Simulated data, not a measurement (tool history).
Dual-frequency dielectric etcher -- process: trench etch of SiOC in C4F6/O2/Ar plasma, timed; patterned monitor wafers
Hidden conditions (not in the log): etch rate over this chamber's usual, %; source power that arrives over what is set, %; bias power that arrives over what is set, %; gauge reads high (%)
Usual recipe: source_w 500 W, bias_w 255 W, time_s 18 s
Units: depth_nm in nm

run,hour,source_w,bias_w,time_s,wafers since the last listed run,hours since the last wet clean,hours since the last source power generator calibration,hours since the last bias power generator calibration,hours since the last upper electrode change,hours since the gauge calibration,"read-back reference wafer on the same gauge, depth_nm",depth_nm
1,0,460,255,18,0,344.9,3599,504.9,4415.7,1157.8,49.18,44.19
# hour 153.5: wet clean of the chamber
2,173.2,500,255,18,2867,19.7,3772.2,678.1,4588.9,1331,48.95,46.09
3,219.7,500,255,18,893,66.2,3818.7,724.6,4635.4,1377.5,49,46.12
4,283.2,500,255,18,1220,129.7,3882.2,788.1,4698.9,1441,49.07,46.32
5,380.9,430,255,18,1877,227.4,3979.9,885.8,4796.6,1538.7,48.97,43.72
# hour 657.8: wet clean of the chamber
# hour 672.3: source power generator calibrated
6,674.1,430,255,18,5096,16.3,1.8,1179,5089.8,1831.9,49.01,44.36
# hour 741.2: upper electrode replaced
7,747.9,430,255,18,957,90.1,75.6,1252.8,6.7,1905.7,48.95,44.3
# hour 756.7: gauge calibrated
8,794.4,590,255,14.5,893,136.6,122.1,1299.3,53.2,37.7,49.04,38.88
9,888.8,590,255,14.5,1814,231,216.5,1393.7,147.6,132.1,49.09,38.6
10,957.5,590,255,14.5,1320,299.7,285.2,1462.4,216.3,200.8,48.94,38.18
11,1004.1,570,312,20,895,346.3,331.8,1509,262.9,247.4,49.05,55.33
12,1061,460,255,18,1093,403.2,388.7,1565.9,319.8,304.3,48.95,43.8
# hour 1116.9: wet clean of the chamber
13,1117.4,430,255,18,622,0.5,445.1,1622.3,376.2,360.7,48.93,44.96
14,1437.9,500,255,18,6159,321,765.6,1942.8,696.7,681.2,49.09,45.14
# hour 1499.5: bias power generator calibrated
15,1527,410,289,23,1635,410.1,854.7,27.5,785.8,770.3,49.06,56.1
16,1577.7,460,273,12.5,974,460.8,905.4,78.2,836.5,821,49.02,30.51
17,1628.5,430,255,22.5,976,511.6,956.2,129,887.3,871.8,49.01,52.96
# hour 1655.2: wet clean of the chamber
18,1716.1,470,302,23,1222,60.9,1043.8,216.6,974.9,959.4,49.06,61.48
19,1789,540,255,14.5,1400,133.8,1116.7,289.5,1047.8,1032.3,48.91,38.55
20,1886.2,540,306,22.5,1867,231,1213.9,386.7,1145,1129.5,48.92,61.28

Branching from run 20: 4 alternative next runs. What would each branch give?
A,1886.6,500,255,18,7,231.4,1214.3,387.1,1145.4,1129.9,?,?
B,1886.6,580,255,13.5,7,231.4,1214.3,387.1,1145.4,1129.9,?,?
C,1886.6,410,319,13,7,231.4,1214.3,387.1,1145.4,1129.9,?,?
D,1886.6,470,255,21,7,231.4,1214.3,387.1,1145.4,1129.9,?,?

run,"read-back reference wafer on the same gauge, depth_nm",depth_nm
A,48.89,45.53
B,48.89,35.63
C,48.89,33
D,48.89,52.22
Without the tool's hidden state the same runs would have given:
run,depth_nm
A,46.43
B,36.33
C,33.64
D,53.24
